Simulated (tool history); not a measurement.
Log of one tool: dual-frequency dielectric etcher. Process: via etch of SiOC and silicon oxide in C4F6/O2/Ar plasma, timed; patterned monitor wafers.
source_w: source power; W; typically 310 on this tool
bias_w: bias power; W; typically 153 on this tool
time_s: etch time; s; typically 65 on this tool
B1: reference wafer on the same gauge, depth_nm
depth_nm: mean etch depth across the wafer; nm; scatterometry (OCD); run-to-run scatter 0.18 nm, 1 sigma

run 1 hour=0 | source_w=310 bias_w=153 time_s=65 | B1=60.4 | depth_nm=62.6
run 2 hour=68.3 | source_w=310 bias_w=153 time_s=65 | B1=60.4 | depth_nm=62.6
run 3 hour=136.4 | source_w=310 bias_w=153 time_s=65 | B1=60.4 | depth_nm=62.4
run 4 hour=217.5 | source_w=310 bias_w=153 time_s=65 | B1=60.4 | depth_nm=62.1
run 5 hour=284.3 | source_w=330 bias_w=153 time_s=75 | B1=60.4 | depth_nm=73
run 6 hour=343 | source_w=330 bias_w=153 time_s=75 | B1=60.4 | depth_nm=73.1
run 7 hour=399.8 | source_w=330 bias_w=153 time_s=75 | B1=60.4 | depth_nm=73
-- hour=476.6 source power generator calibrated
-- hour=549.9 wet clean of the chamber
run 8 hour=604.7 | source_w=310 bias_w=153 time_s=59 | B1=60.4 | depth_nm=57.5
-- hour=651.4 upper electrode replaced
run 9 hour=675.7 | source_w=310 bias_w=153 time_s=59 | B1=60.4 | depth_nm=57.5
-- hour=696.3 bias power generator calibrated
run 10 hour=745.1 | source_w=310 bias_w=153 time_s=59 | B1=60.4 | depth_nm=57.3
run 11 hour=831.3 | source_w=290 bias_w=171 time_s=65 | B1=60.4 | depth_nm=64.9
run 12 hour=902.4 | source_w=310 bias_w=153 time_s=59 | B1=60.4 | depth_nm=56.8
run 13 hour=967.6 | source_w=260 bias_w=142 time_s=81.5 | B1=60.4 | depth_nm=70.8
-- hour=1021.9 gauge calibrated
run 14 hour=1025.2 | source_w=310 bias_w=183 time_s=74 | B1=60.4 | depth_nm=77.5
-- hour=1074 wet clean of the chamber
run 15 hour=1074.5 | source_w=340 bias_w=118 time_s=77 | B1=60.4 | depth_nm=68
run 16 hour=1145.4 | source_w=310 bias_w=153 time_s=65 | B1=60.4 | depth_nm=63.4
run 17 hour=1213.9 | source_w=310 bias_w=164 time_s=65 | B1=60.4 | depth_nm=65.4
run 18 hour=1266.2 | source_w=310 bias_w=153 time_s=65 | B1=60.4 | depth_nm=63.2
run 19 hour=1331.3 | source_w=290 bias_w=171 time_s=65 | B1=60.4 | depth_nm=64.8
run 20 hour=1385.6 | source_w=340 bias_w=119 time_s=65 | B1=60.4 | depth_nm=56.9
run 21 hour=1452.3 | source_w=310 bias_w=117 time_s=65 | B1=60.4 | depth_nm=54.3
run 22 hour=1541.8 | source_w=310 bias_w=153 time_s=65 | B1=60.4 | depth_nm=61.9
run 23 hour=1594.9 | source_w=310 bias_w=183 time_s=59 | B1=60.4 | depth_nm=61.5
run 24 hour=1634.6 | source_w=310 bias_w=136 time_s=65 | B1=60.4 | depth_nm=58.1
-- hour=1716.8 wet clean of the chamber
run 25 hour=1719.4 | source_w=310 bias_w=153 time_s=80 | B1=60.4 | depth_nm=78.2
run 26 hour=1782.2 | source_w=240 bias_w=153 time_s=47 | B1=60.4 | depth_nm=41.8
run 27 hour=1840.3 | source_w=310 bias_w=139 time_s=65 | B1=60.4 | depth_nm=60.2
run 28 hour=1930.4 | source_w=310 bias_w=127 time_s=58 | B1=60.4 | depth_nm=50.9
run 29 hour=2016.3 | source_w=270 bias_w=143 time_s=75.5 | B1=60.4 | depth_nm=66.9

For each run, the measured value with the value that run would have given without the tool's hidden condition subtracted. The run-to-run variation is shared by both, the gauge scatter possibly not:
The hidden state here: etch rate over this chamber's usual, %; source power that arrives over what is set, %; bias power that arrives over what is set, %; gauge reads high (%).
run=1 depth_nm=-1.2
run=2 depth_nm=-1.4
run=3 depth_nm=-1.6
run=4 depth_nm=-1.9
run=5 depth_nm=-2.5
run=6 depth_nm=-2.6
run=7 depth_nm=-2.9
run=8 depth_nm=-0.4
run=9 depth_nm=-0.6
run=10 depth_nm=-0.8
run=11 depth_nm=-1.2
run=12 depth_nm=-1.3
run=13 depth_nm=-2
run=14 depth_nm=-2.4
run=15 depth_nm=-0.5
run=16 depth_nm=-0.7
run=17 depth_nm=-1
run=18 depth_nm=-1.1
run=19 depth_nm=-1.3
run=20 depth_nm=-1.4
run=21 depth_nm=-1.5
run=22 depth_nm=-2
run=23 depth_nm=-2.2
run=24 depth_nm=-2.2
run=25 depth_nm=-0.9
run=26 depth_nm=-0.6
run=27 depth_nm=-1
run=28 depth_nm=-1.2
run=29 depth_nm=-1.8

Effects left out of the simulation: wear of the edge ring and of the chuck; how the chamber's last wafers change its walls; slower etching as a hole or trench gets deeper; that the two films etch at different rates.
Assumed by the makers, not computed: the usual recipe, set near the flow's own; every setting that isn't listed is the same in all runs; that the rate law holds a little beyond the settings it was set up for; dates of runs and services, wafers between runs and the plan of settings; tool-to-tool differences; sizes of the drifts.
